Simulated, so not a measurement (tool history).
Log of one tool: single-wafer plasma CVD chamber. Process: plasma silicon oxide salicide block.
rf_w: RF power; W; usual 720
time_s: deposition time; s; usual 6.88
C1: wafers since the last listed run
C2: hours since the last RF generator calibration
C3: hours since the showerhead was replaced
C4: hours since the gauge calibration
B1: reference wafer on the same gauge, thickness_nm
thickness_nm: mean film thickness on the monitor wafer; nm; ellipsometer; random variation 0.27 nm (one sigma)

Run 1, hour 0.0: usual settings but time_s 7.32 s; C1 0; C2 1055.4; C3 6259.2; C4 1131.9; B1 74.220. Result: thickness_nm 80.232 nm.
Run 2, hour 58.3: usual settings but time_s 7.32 s; C1 913; C2 1113.7; C3 6317.5; C4 1190.2; B1 74.135. Result: thickness_nm 79.521 nm.
Run 3, hour 100.3: usual settings; C1 657; C2 1155.7; C3 6359.5; C4 1232.2; B1 74.167. Result: thickness_nm 75.334 nm.
Run 4, hour 133.3: usual settings; C1 516; C2 1188.7; C3 6392.5; C4 1265.2; B1 74.228. Result: thickness_nm 75.234 nm.
Run 5, hour 161.3: usual settings; C1 438; C2 1216.7; C3 6420.5; C4 1293.2; B1 74.208. Result: thickness_nm 75.557 nm.
Run 6, hour 232.5: usual settings; C1 1115; C2 1287.9; C3 6491.7; C4 1364.4; B1 74.230. Result: thickness_nm 75.185 nm.
Run 7, hour 282.7: usual settings; C1 786; C2 1338.1; C3 6541.9; C4 1414.6; B1 74.190. Result: thickness_nm 75.080 nm.
Run 8, hour 346.2: usual settings; C1 994; C2 1401.6; C3 6605.4; C4 1478.1; B1 74.122. Result: thickness_nm 75.435 nm.
Run 9, hour 391.1: usual settings; C1 703; C2 1446.5; C3 6650.3; C4 1523.0; B1 74.196. Result: thickness_nm 75.009 nm.
Run 10, hour 424.8: usual settings; C1 527; C2 1480.2; C3 6684.0; C4 1556.7; B1 74.239. Result: thickness_nm 75.340 nm.
Run 11, hour 494.7: usual settings; C1 1095; C2 1550.1; C3 6753.9; C4 1626.6; B1 74.148. Result: thickness_nm 75.210 nm.
Run 12, hour 561.1: usual settings; C1 1040; C2 1616.5; C3 6820.3; C4 1693.0; B1 74.144. Result: thickness_nm 75.162 nm.
Run 13, hour 589.3: usual settings; C1 441; C2 1644.7; C3 6848.5; C4 1721.2; B1 74.198. Result: thickness_nm 75.141 nm.
At hour 618.0: gauge calibrated.
Run 14, hour 778.3: usual settings but rf_w 610 W, time_s 6.60 s; C1 2960; C2 1833.7; C3 7037.5; C4 160.3; B1 74.136. Result: thickness_nm 68.352 nm.
Run 15, hour 821.8: usual settings but time_s 7.49 s; C1 681; C2 1877.2; C3 7081.0; C4 203.8; B1 74.205. Result: thickness_nm 82.084 nm.
Run 16, hour 876.7: usual settings; C1 860; C2 1932.1; C3 7135.9; C4 258.7; B1 74.219. Result: thickness_nm 75.516 nm.
Run 17, hour 903.4: usual settings; C1 418; C2 1958.8; C3 7162.6; C4 285.4; B1 74.218. Result: thickness_nm 75.357 nm.
Run 18, hour 934.8: usual settings but rf_w 830 W, time_s 7.96 s; C1 491; C2 1990.2; C3 7194.0; C4 316.8; B1 74.191. Result: thickness_nm 90.046 nm.
Run 19, hour 993.6: usual settings but rf_w 670 W, time_s 6.07 s; C1 921; C2 2049.0; C3 7252.8; C4 375.6; B1 74.220. Result: thickness_nm 64.872 nm.
Run 20, hour 1036.9: usual settings; C1 678; C2 2092.3; C3 7296.1; C4 418.9; B1 74.203. Result: thickness_nm 74.608 nm.
Run 21, hour 1077.5: usual settings but rf_w 630 W, time_s 8.09 s; C1 636; C2 2132.9; C3 7336.7; C4 459.5; B1 74.193. Result: thickness_nm 85.749 nm.
Run 22, hour 1107.2: usual settings but rf_w 850 W, time_s 7.52 s; C1 465; C2 2162.6; C3 7366.4; C4 489.2; B1 74.233. Result: thickness_nm 86.123 nm.
Run 23, hour 1163.7: usual settings; C1 885; C2 2219.1; C3 7422.9; C4 545.7; B1 74.161. Result: thickness_nm 74.927 nm.
Run 24, hour 1204.9: usual settings but rf_w 660 W, time_s 7.46 s; C1 645; C2 2260.3; C3 7464.1; C4 586.9; B1 74.169. Result: thickness_nm 79.277 nm.
At hour 1216.1: showerhead replaced.
Run 25, hour 1231.5: usual settings but rf_w 640 W, time_s 5.59 s; C1 291; C2 2286.9; C3 15.4; C4 613.5; B1 74.133. Result: thickness_nm 59.449 nm.
Run 26, hour 1295.1: usual settings; C1 996; C2 2350.5; C3 79.0; C4 677.1; B1 74.236. Result: thickness_nm 75.215 nm.
At hour 1341.0: RF generator calibrated.
Run 27, hour 1351.1: usual settings but rf_w 670 W, time_s 7.64 s; C1 751; C2 10.1; C3 135.0; C4 733.1; B1 74.219. Result: thickness_nm 83.363 nm.
Run 28, hour 1408.2: usual settings but time_s 7.89 s; C1 894; C2 67.2; C3 192.1; C4 790.2; B1 74.156. Result: thickness_nm 88.029 nm.
Run 29, hour 1435.2: usual settings; C1 422; C2 94.2; C3 219.1; C4 817.2; B1 74.243. Result: thickness_nm 76.080 nm.
Run 30, hour 1472.4: usual settings but rf_w 680 W, time_s 8.00 s; C1 582; C2 131.4; C3 256.3; C4 854.4; B1 74.153. Result: thickness_nm 87.436 nm.
Run 31, hour 1665.1: usual settings but rf_w 645 W, time_s 7.83 s; C1 3018; C2 324.1; C3 449.0; C4 1047.1; B1 74.238. Result: thickness_nm 84.113 nm.
Run 32, hour 1694.1: usual settings but time_s 5.89 s; C1 454; C2 353.1; C3 478.0; C4 1076.1; B1 74.199. Result: thickness_nm 65.439 nm.

How the hidden state differs across the entries between the runs, from the last listed run before each to the first after it:
Between runs 13 and 14: gauge calibrated (hour 618.0)
  delivered RF power above the setpoint (%): -7.78 -> -7.98
  measured less the result without the state, thickness_nm: -1.706 -> -1.595 nm
Between runs 24 and 25: showerhead replaced (hour 1216.1)
  delivered RF power above the setpoint (%): -8.29 -> -8.3
  measured less the result without the state, thickness_nm: -1.925 -> -1.446 nm
Between runs 26 and 27: RF generator calibrated (hour 1341.0)
  delivered RF power above the setpoint (%): -8.33 -> -1.01
  measured less the result without the state, thickness_nm: -1.836 -> -0.236 nm
